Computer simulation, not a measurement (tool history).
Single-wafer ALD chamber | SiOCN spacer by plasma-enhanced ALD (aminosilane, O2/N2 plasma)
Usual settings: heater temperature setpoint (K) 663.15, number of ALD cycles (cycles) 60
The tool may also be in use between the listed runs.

| run | day | heater temperature setpoint (K) | number of ALD cycles (cycles) | read-back reference wafer on the same gauge, thickness_nm | mean film thickness on the monitor wafer (angstrom) |
|---|---|---|---|---|---|
| 1 | 0.000 | 663.15 | 60 | 3.049 | 37.20 |
| 2 | 0.550 | 663.15 | 60 | 3.049 | 37.40 |
| 3 | 1.767 | 663.15 | 60 | 3.050 | 37.59 |
| 4 | 2.292 | 670.15 | 57 | 3.049 | 35.50 |
| 5 | 2.996 | 670.15 | 57 | 3.050 | 35.54 |
| 6 | 4.729 | 663.15 | 60 | 3.050 | 37.41 |
| 7 | 5.871 | 663.15 | 60 | 3.050 | 37.47 |
|  | 6.100 | gauge calibrated |
| 8 | 6.900 | 663.15 | 60 | 3.050 | 37.20 |
| 9 | 7.883 | 663.15 | 60 | 3.050 | 37.42 |
| 10 | 9.133 | 663.15 | 60 | 3.049 | 37.44 |
| 11 | 9.842 | 663.15 | 68 | 3.048 | 42.15 |
| 12 | 10.817 | 663.15 | 68 | 3.050 | 42.55 |
| 13 | 11.667 | 663.15 | 68 | 3.053 | 42.40 |
| 14 | 13.029 | 663.15 | 68 | 3.050 | 42.40 |
| 15 | 14.008 | 671.15 | 48 | 3.051 | 30.02 |
| 16 | 15.454 | 673.15 | 52 | 3.050 | 32.30 |
| 17 | 16.225 | 676.15 | 60 | 3.052 | 37.07 |
| 18 | 17.525 | 668.15 | 60 | 3.053 | 37.46 |
| 19 | 21.512 | 656.15 | 52 | 3.051 | 32.43 |
| 20 | 22.783 | 676.15 | 60 | 3.051 | 36.93 |
|  | 23.133 | thermocouple changed; heater temperature recalibrated |
| 21 | 25.467 | 655.15 | 50 | 3.050 | 31.11 |
|  | 26.242 | gauge calibrated |
| 22 | 26.533 | 658.15 | 64 | 3.049 | 39.80 |
| 23 | 27.796 | 671.15 | 67 | 3.049 | 41.62 |
| 24 | 28.742 | 663.15 | 60 | 3.050 | 37.35 |
| 25 | 29.558 | 663.15 | 60 | 3.049 | 37.26 |
| 26 | 32.238 | 648.15 | 60 | 3.049 | 37.22 |

Forecast run 27:
| 27 | 32.958 | 663.15 | 60 | ? | ? |

{"run 27": {"read-back reference wafer on the same gauge, thickness_nm": 3.05, "mean film thickness on the monitor wafer (angstrom)": 37.39}}
Without the tool's hidden state the same run would have given mean film thickness on the monitor wafer (angstrom) 37.39.

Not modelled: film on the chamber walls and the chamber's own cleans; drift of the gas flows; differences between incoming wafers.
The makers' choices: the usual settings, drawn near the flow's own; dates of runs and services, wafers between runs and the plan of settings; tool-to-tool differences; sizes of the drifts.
